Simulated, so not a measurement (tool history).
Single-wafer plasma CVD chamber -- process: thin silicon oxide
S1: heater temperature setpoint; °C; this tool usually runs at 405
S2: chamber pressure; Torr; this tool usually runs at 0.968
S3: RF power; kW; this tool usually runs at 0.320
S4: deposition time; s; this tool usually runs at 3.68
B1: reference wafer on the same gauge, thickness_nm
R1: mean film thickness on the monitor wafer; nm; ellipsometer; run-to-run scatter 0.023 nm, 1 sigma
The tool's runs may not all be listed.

run,day,S1,S2,S3,S4,B1,R1
1,0.000,405,0.968,0.320,3.68,8.543,7.310
# day 0.367: gauge calibrated
2,1.771,405,0.968,0.320,3.68,8.536,7.298
3,5.812,416,0.968,0.320,3.68,8.535,7.223
4,10.100,416,0.968,0.320,3.68,8.542,7.221
5,13.900,405,0.968,0.320,3.68,8.541,7.289
6,17.004,405,0.968,0.320,3.68,8.547,7.315
# day 17.742: RF generator calibrated
# day 18.512: showerhead replaced, of another model than before
7,19.083,405,0.968,0.320,3.68,8.541,7.527
# day 20.088: capacitance manometer re-zeroed and calibrated
8,23.267,405,1.192,0.320,3.04,8.541,7.083
# day 24.017: thermocouple changed; heater temperature recalibrated
9,26.521,390,0.968,0.300,4.10,8.545,8.293
10,28.792,398,0.968,0.265,3.68,8.537,7.247
# day 29.888: gauge calibrated
11,31.504,405,0.886,0.265,3.95,8.542,7.242
12,34.204,405,0.968,0.320,3.68,8.542,7.474
13,36.242,405,0.968,0.320,3.68,8.547,7.434
14,38.725,405,0.968,0.320,3.15,8.545,6.356
15,40.288,405,0.968,0.320,3.68,8.537,7.473

What was the tool's hidden state at every run in the log?
wafer temperature above the value expected at the setpoint (K): 0 across all the runs
true pressure above the setpoint (%): 0 across all the runs
gauge reads high (%): 0 across all the runs
H1: delivered RF power above the setpoint (%)
run,H1
1,-8.66
2,-8.72
3,-8.83
4,-8.92
5,-8.99
6,-9.05
7,-0.733
8,-2.02
9,-2.88
10,-3.41
11,-3.98
12,-4.49
13,-4.84
14,-5.22
15,-5.44

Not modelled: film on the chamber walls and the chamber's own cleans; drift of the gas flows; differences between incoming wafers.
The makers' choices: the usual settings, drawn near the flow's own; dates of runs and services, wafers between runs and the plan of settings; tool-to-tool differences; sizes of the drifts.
